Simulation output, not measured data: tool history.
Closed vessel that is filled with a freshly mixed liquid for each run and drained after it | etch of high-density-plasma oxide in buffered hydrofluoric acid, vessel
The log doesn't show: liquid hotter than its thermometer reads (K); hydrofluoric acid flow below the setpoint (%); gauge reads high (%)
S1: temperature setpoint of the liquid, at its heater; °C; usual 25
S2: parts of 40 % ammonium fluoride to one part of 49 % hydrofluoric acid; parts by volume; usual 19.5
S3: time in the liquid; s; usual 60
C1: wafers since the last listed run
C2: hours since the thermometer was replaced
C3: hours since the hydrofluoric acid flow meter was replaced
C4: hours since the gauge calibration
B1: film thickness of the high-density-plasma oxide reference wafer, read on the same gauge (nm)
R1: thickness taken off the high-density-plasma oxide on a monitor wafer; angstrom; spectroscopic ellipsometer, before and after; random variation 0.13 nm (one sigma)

{"run": 1, "day": 0.0, "S1": 25, "S2": 19.5, "S3": 70, "C1": 0, "C2": 235.5, "C3": 694.3, "C4": 766.6, "B1": 102.87, "R1": 470.3}
{"run": 2, "day": 2.317, "S1": 25, "S2": 19.5, "S3": 70, "C1": 5536, "C2": 291.1, "C3": 749.9, "C4": 822.2, "B1": 102.97, "R1": 471}
{"run": 3, "day": 5.192, "S1": 22, "S2": 19.5, "S3": 60, "C1": 6871, "C2": 360.1, "C3": 818.9, "C4": 891.2, "B1": 103.07, "R1": 342.3}
{"run": 4, "day": 7.325, "S1": 22, "S2": 19.5, "S3": 60, "C1": 5098, "C2": 411.3, "C3": 870.1, "C4": 942.4, "B1": 103.1, "R1": 342.2}
{"run": 5, "day": 8.954, "S1": 22, "S2": 19.5, "S3": 60, "C1": 3893, "C2": 450.4, "C3": 909.2, "C4": 981.5, "B1": 103.18, "R1": 341.7}
{"day": 10.517, "done": "hydrofluoric acid flow meter replaced"}
{"run": 6, "day": 12.75, "S1": 25, "S2": 19.5, "S3": 60, "C1": 8972, "C2": 541.5, "C3": 53.6, "C4": 1072.6, "B1": 103.3, "R1": 406.5}
{"run": 7, "day": 14.917, "S1": 25, "S2": 14, "S3": 60, "C1": 5178, "C2": 593.5, "C3": 105.6, "C4": 1124.6, "B1": 103.34, "R1": 559.7}
{"run": 8, "day": 17.604, "S1": 25, "S2": 14, "S3": 60, "C1": 6423, "C2": 658, "C3": 170.1, "C4": 1189.1, "B1": 103.41, "R1": 561.5}
{"run": 9, "day": 19.675, "S1": 25, "S2": 14, "S3": 60, "C1": 4949, "C2": 707.7, "C3": 219.8, "C4": 1238.8, "B1": 103.49, "R1": 561.5}
{"run": 10, "day": 22.062, "S1": 25, "S2": 19.5, "S3": 60, "C1": 5706, "C2": 765, "C3": 277.1, "C4": 1296.1, "B1": 103.48, "R1": 407.1}
{"run": 11, "day": 26.892, "S1": 25, "S2": 19.5, "S3": 60, "C1": 11541, "C2": 880.9, "C3": 393, "C4": 1412, "B1": 103.65, "R1": 405}
{"run": 12, "day": 28.146, "S1": 25, "S2": 19.5, "S3": 60, "C1": 2997, "C2": 911, "C3": 423.1, "C4": 1442.1, "B1": 103.59, "R1": 405.7}
{"run": 13, "day": 30.6, "S1": 22.5, "S2": 22.5, "S3": 60, "C1": 5865, "C2": 969.9, "C3": 482, "C4": 1501, "B1": 103.67, "R1": 319.3}
{"run": 14, "day": 38.625, "S1": 22.5, "S2": 22.5, "S3": 60, "C1": 19180, "C2": 1162.5, "C3": 674.6, "C4": 1693.6, "B1": 103.8, "R1": 317.8}
{"run": 15, "day": 41.283, "S1": 27, "S2": 15, "S3": 60, "C1": 6353, "C2": 1226.3, "C3": 738.4, "C4": 1757.4, "B1": 103.73, "R1": 588.3}
{"day": 43.208, "done": "gauge calibrated"}
{"run": 16, "day": 43.254, "S1": 25, "S2": 19.5, "S3": 60, "C1": 4710, "C2": 1273.6, "C3": 785.7, "C4": 1.1, "B1": 100.3, "R1": 393.7}
{"run": 17, "day": 44.438, "S1": 20.5, "S2": 13, "S3": 30, "C1": 2828, "C2": 1302, "C3": 814.1, "C4": 29.5, "B1": 100.45, "R1": 229.1}
{"run": 18, "day": 47.246, "S1": 27.5, "S2": 27, "S3": 60, "C1": 6712, "C2": 1369.4, "C3": 881.5, "C4": 96.9, "B1": 100.83, "R1": 359.4}
{"day": 48.754, "done": "hydrofluoric acid flow meter replaced"}
{"run": 19, "day": 48.879, "S1": 25, "S2": 19.5, "S3": 60, "C1": 3804, "C2": 1408.6, "C3": 3, "C4": 136.1, "B1": 101.03, "R1": 396.2}
{"run": 20, "day": 50.075, "S1": 26.5, "S2": 24.5, "S3": 35, "C1": 2858, "C2": 1437.3, "C3": 31.7, "C4": 164.8, "B1": 101.21, "R1": 213.4}
{"run": 21, "day": 52.858, "S1": 23.5, "S2": 19.5, "S3": 60, "C1": 6652, "C2": 1504.1, "C3": 98.5, "C4": 231.6, "B1": 101.45, "R1": 368.5}
{"run": 22, "day": 55.379, "S1": 23, "S2": 25, "S3": 60, "C1": 6024, "C2": 1564.6, "C3": 159, "C4": 292.1, "B1": 101.73, "R1": 299.4}
{"run": 23, "day": 56.883, "S1": 27.5, "S2": 27, "S3": 60, "C1": 3595, "C2": 1600.7, "C3": 195.1, "C4": 328.2, "B1": 101.85, "R1": 362.2}
{"day": 58.346, "done": "thermometer replaced"}
{"run": 24, "day": 58.546, "S1": 26.5, "S2": 16, "S3": 30, "C1": 3873, "C2": 4.8, "C3": 235, "C4": 368.1, "B1": 102.04, "R1": 264.4}
{"run": 25, "day": 60.379, "S1": 28, "S2": 19.5, "S3": 85, "C1": 4381, "C2": 48.8, "C3": 279, "C4": 412.1, "B1": 102.17, "R1": 666.4}
{"run": 26, "day": 62.204, "S1": 25, "S2": 19.5, "S3": 60, "C1": 4361, "C2": 92.6, "C3": 322.8, "C4": 455.9, "B1": 102.31, "R1": 397.7}
{"run": 27, "day": 64.958, "S1": 28.5, "S2": 14, "S3": 40, "C1": 6582, "C2": 158.7, "C3": 388.9, "C4": 522, "B1": 102.51, "R1": 450.9}
{"run": 28, "day": 66.429, "S1": 25, "S2": 19.5, "S3": 60, "C1": 3515, "C2": 194, "C3": 424.2, "C4": 557.3, "B1": 102.51, "R1": 403.8}
{"run": 29, "day": 69.183, "S1": 25, "S2": 19.5, "S3": 30, "C1": 6582, "C2": 260.1, "C3": 490.3, "C4": 623.4, "B1": 102.72, "R1": 201.2}
{"run": 30, "day": 74.6, "S1": 25, "S2": 14.5, "S3": 95, "C1": 12946, "C2": 390.1, "C3": 620.3, "C4": 753.4, "B1": 102.99, "R1": 856.3}

5 ways to go on from here, each from the tool as it stands after run 30. What would each give?
{"run": "A", "day": 74.629, "S1": 25, "S2": 19.5, "S3": 60, "C1": 69, "C2": 390.8, "C3": 621, "C4": 754.1, "B1": "?", "R1": "?"}
{"run": "B", "day": 74.629, "S1": 28, "S2": 19.5, "S3": 75, "C1": 69, "C2": 390.8, "C3": 621, "C4": 754.1, "B1": "?", "R1": "?"}
{"run": "C", "day": 74.629, "S1": 28.5, "S2": 19.5, "S3": 60, "C1": 69, "C2": 390.8, "C3": 621, "C4": 754.1, "B1": "?", "R1": "?"}
{"run": "D", "day": 74.629, "S1": 23.5, "S2": 21.5, "S3": 40, "C1": 69, "C2": 390.8, "C3": 621, "C4": 754.1, "B1": "?", "R1": "?"}
{"run": "E", "day": 74.629, "S1": 29.5, "S2": 19.5, "S3": 60, "C1": 69, "C2": 390.8, "C3": 621, "C4": 754.1, "B1": "?", "R1": "?"}

run=A B1=102.98 R1=403.4
run=B B1=102.98 R1=592.7
run=C B1=102.98 R1=487
run=D B1=102.98 R1=229.9
run=E B1=102.98 R1=513.5
Without the tool's hidden state the same runs would have given:
run=A R1=391.6
run=B R1=575.4
run=C R1=472.8
run=D R1=223.2
run=E R1=498.5
